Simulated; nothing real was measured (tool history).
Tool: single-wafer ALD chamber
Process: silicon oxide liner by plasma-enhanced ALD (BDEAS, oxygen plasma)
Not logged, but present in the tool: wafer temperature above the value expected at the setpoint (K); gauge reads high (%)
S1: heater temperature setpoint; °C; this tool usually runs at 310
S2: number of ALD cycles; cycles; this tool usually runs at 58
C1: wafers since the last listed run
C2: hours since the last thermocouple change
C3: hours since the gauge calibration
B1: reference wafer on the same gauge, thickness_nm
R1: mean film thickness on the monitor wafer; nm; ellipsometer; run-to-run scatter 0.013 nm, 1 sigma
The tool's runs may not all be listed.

{"run": 1, "hour": 0.0, "S1": 307, "S2": 58, "C1": 0, "C2": 2781.9, "C3": 198.9, "B1": 4.397, "R1": 5.155}
{"run": 2, "hour": 8.5, "S1": 307, "S2": 58, "C1": 29, "C2": 2790.4, "C3": 207.4, "B1": 4.408, "R1": 5.164}
{"run": 3, "hour": 21.9, "S1": 307, "S2": 58, "C1": 46, "C2": 2803.8, "C3": 220.8, "B1": 4.409, "R1": 5.175}
{"run": 4, "hour": 29.4, "S1": 310, "S2": 58, "C1": 25, "C2": 2811.3, "C3": 228.3, "B1": 4.411, "R1": 5.139}
{"run": 5, "hour": 47.1, "S1": 310, "S2": 58, "C1": 61, "C2": 2829, "C3": 246, "B1": 4.412, "R1": 5.159}
{"run": 6, "hour": 62.9, "S1": 310, "S2": 58, "C1": 54, "C2": 2844.8, "C3": 261.8, "B1": 4.425, "R1": 5.194}
{"hour": 75.6, "done": "thermocouple changed; heater temperature recalibrated"}
{"run": 7, "hour": 78.7, "S1": 302, "S2": 66, "C1": 26, "C2": 3.1, "C3": 277.6, "B1": 4.43, "R1": 5.932}
{"hour": 78.9, "done": "gauge calibrated"}
{"run": 8, "hour": 93.5, "S1": 302, "S2": 66, "C1": 51, "C2": 17.9, "C3": 14.6, "B1": 4.374, "R1": 5.868}
{"run": 9, "hour": 109.2, "S1": 302, "S2": 66, "C1": 54, "C2": 33.6, "C3": 30.3, "B1": 4.371, "R1": 5.866}
{"run": 10, "hour": 125.9, "S1": 315, "S2": 52, "C1": 57, "C2": 50.3, "C3": 47, "B1": 4.371, "R1": 4.534}
{"run": 11, "hour": 143.0, "S1": 298, "S2": 69, "C1": 58, "C2": 67.4, "C3": 64.1, "B1": 4.376, "R1": 6.215}
{"run": 12, "hour": 155.1, "S1": 310, "S2": 49, "C1": 41, "C2": 79.5, "C3": 76.2, "B1": 4.372, "R1": 4.327}
{"run": 13, "hour": 166.9, "S1": 317, "S2": 55, "C1": 40, "C2": 91.3, "C3": 88, "B1": 4.378, "R1": 4.788}
{"run": 14, "hour": 176.9, "S1": 314, "S2": 58, "C1": 34, "C2": 101.3, "C3": 98, "B1": 4.373, "R1": 5.05}
{"run": 15, "hour": 190.7, "S1": 302, "S2": 66, "C1": 47, "C2": 115.1, "C3": 111.8, "B1": 4.375, "R1": 5.882}
{"run": 16, "hour": 221.0, "S1": 310, "S2": 58, "C1": 104, "C2": 145.4, "C3": 142.1, "B1": 4.387, "R1": 5.13}
{"run": 17, "hour": 235.3, "S1": 300, "S2": 53, "C1": 49, "C2": 159.7, "C3": 156.4, "B1": 4.389, "R1": 4.761}
{"run": 18, "hour": 243.7, "S1": 302, "S2": 67, "C1": 28, "C2": 168.1, "C3": 164.8, "B1": 4.389, "R1": 5.981}

Branching from run 18: 4 alternative next runs. What would each branch give?
{"run": "A", "hour": 244.2, "S1": 310, "S2": 58, "C1": 1, "C2": 168.6, "C3": 165.3, "B1": "?", "R1": "?"}
{"run": "B", "hour": 244.2, "S1": 319, "S2": 50, "C1": 1, "C2": 168.6, "C3": 165.3, "B1": "?", "R1": "?"}
{"run": "C", "hour": 244.2, "S1": 319, "S2": 49, "C1": 1, "C2": 168.6, "C3": 165.3, "B1": "?", "R1": "?"}
{"run": "D", "hour": 244.2, "S1": 296, "S2": 55, "C1": 1, "C2": 168.6, "C3": 165.3, "B1": "?", "R1": "?"}

run=A B1=4.39 R1=5.132
run=B B1=4.39 R1=4.364
run=C B1=4.39 R1=4.276
run=D B1=4.39 R1=5.024
Had the tool no hidden state, the same runs would have come out as:
run=A R1=5.109
run=B R1=4.344
run=C R1=4.257
run=D R1=5.002
